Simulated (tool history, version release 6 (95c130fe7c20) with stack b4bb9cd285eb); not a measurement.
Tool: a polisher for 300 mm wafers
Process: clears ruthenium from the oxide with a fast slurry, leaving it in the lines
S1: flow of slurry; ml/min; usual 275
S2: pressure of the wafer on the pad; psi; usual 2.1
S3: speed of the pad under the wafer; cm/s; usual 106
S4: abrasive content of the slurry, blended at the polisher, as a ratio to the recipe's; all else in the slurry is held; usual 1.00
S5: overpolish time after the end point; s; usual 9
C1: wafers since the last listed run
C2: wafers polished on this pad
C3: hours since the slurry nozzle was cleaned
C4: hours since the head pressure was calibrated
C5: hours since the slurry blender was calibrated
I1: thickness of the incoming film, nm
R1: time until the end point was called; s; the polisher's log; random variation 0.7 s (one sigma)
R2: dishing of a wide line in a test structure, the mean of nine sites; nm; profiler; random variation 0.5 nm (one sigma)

run,hour,S1,S2,S3,S4,S5,C1,C2,C3,C4,C5,I1,R1,R2
1,0.0,275,2.1,106,1.00,9,0,732,4.8,120.2,43.5,237.6,69.1,28.6
# hour 16.0: worn pad replaced by a new one
2,16.5,275,2.1,106,1.00,9,77,3,21.3,136.7,60.0,241.4,70.9,27.7
3,27.7,275,2.1,106,1.00,9,69,72,32.5,147.9,71.2,242.6,71.8,28.0
4,62.0,275,2.4,106,1.00,9,213,285,66.8,182.2,105.5,240.4,62.3,32.0
5,79.5,275,2.4,106,1.00,9,108,394,84.3,199.7,123.0,238.3,60.7,31.4
6,102.0,275,2.4,106,1.00,9,139,534,106.8,222.2,145.5,243.9,62.8,31.2
7,135.0,275,2.3,106,1.00,9,205,739,139.8,255.2,178.5,240.3,65.2,29.5
# hour 152.6: worn pad replaced by a new one
8,156.3,275,2.3,106,1.00,9,107,23,161.1,276.5,199.8,239.1,63.8,29.4
9,175.9,275,2.3,106,1.00,9,121,144,180.7,296.1,219.4,235.2,64.6,29.0
10,193.2,275,2.1,106,1.00,9,107,252,198.0,313.4,236.7,237.5,71.9,27.2
11,228.5,275,2.1,106,1.00,9,219,471,233.3,348.7,272.0,241.1,72.5,26.2
# hour 240.6: head pressure recalibrated
12,252.0,275,2.1,106,1.00,9,133,605,256.8,11.4,295.5,237.0,70.9,26.7
# hour 269.4: slurry blender recalibrated
13,281.1,275,2.1,106,0.90,9,168,773,285.9,40.5,11.7,236.7,74.8,25.7
# hour 294.7: worn pad replaced by a new one
14,303.7,275,2.1,130,0.85,5,115,55,308.5,63.1,34.3,239.6,62.4,17.9
# hour 318.2: slurry nozzle cleaned
15,333.6,275,2.3,106,1.00,9,179,235,15.4,93.0,64.2,242.7,63.7,30.1
16,359.4,275,2.1,106,1.25,5,160,395,41.2,118.8,90.0,243.2,64.7,16.7
17,394.1,275,1.8,132,1.30,6,215,611,75.9,153.5,124.7,245.2,61.6,21.9
18,421.2,275,2.1,72,1.00,11,168,779,103.0,180.6,151.8,244.5,105.4,23.3
# hour 426.6: worn pad replaced by a new one
19,438.9,320,2.1,68,1.00,9,85,76,120.7,198.3,169.5,240.6,111.7,18.2
20,470.4,365,1.8,106,0.75,13,195,271,152.2,229.8,201.0,244.1,92.6,31.2
21,505.1,275,1.5,106,1.00,9,215,487,186.9,264.5,235.7,241.6,100.6,19.5
22,539.8,235,2.7,106,0.85,7,215,702,221.6,299.2,270.4,240.4,61.3,25.9
# hour 558.8: worn pad replaced by a new one
23,564.9,275,2.1,118,1.00,9,131,38,246.7,324.3,295.5,240.7,64.8,30.4

Hidden state at the last listed run before each entry between runs and at the first one after, where it differs:
Between runs 1 and 2: worn pad replaced by a new one (hour 16.0)
  slurry flow missing at the pad, %: 3.63 -> 8.73
  measured less the result without the state, R1: +0.2 -> +0.5 s; R2: -0.1 -> -0.2 nm
Between runs 7 and 8: worn pad replaced by a new one (hour 152.6)
  slurry flow missing at the pad, %: 30.7 -> 32.8
  measured less the result without the state, R1: +1.9 -> +2.1 s; R2: -0.9 -> -0.9 nm
Between runs 11 and 12: head pressure recalibrated (hour 240.6)
  slurry flow missing at the pad, %: 37.8 -> 38.9
  measured less the result without the state, R1: +2.8 -> +2.9 s; R2: -1.0 -> -1.0 nm
Between runs 12 and 13: slurry blender recalibrated (hour 269.4)
  slurry flow missing at the pad, %: 38.9 -> 40
  measured less the result without the state, R1: +2.9 -> +3.2 s; R2: -1.0 -> -1.1 nm
Between runs 13 and 14: worn pad replaced by a new one (hour 294.7)
  slurry flow missing at the pad, %: 40 -> 40.7
  measured less the result without the state, R1: +3.2 -> +2.7 s; R2: -1.1 -> -0.8 nm
Between runs 14 and 15: slurry nozzle cleaned (hour 318.2)
  slurry flow missing at the pad, %: 40.7 -> 5.6
  measured less the result without the state, R1: +2.7 -> +0.2 s; R2: -0.8 -> -0.2 nm
Between runs 18 and 19: worn pad replaced by a new one (hour 426.6)
  slurry flow missing at the pad, %: 24.6 -> 27
  measured less the result without the state, R1: +2.4 -> +2.5 s; R2: -0.5 -> -0.4 nm
Between runs 22 and 23: worn pad replaced by a new one (hour 558.8)
  slurry flow missing at the pad, %: 35.8 -> 37.1
  measured less the result without the state, R1: +2.5 -> +2.5 s; R2: -1.0 -> -1.1 nm
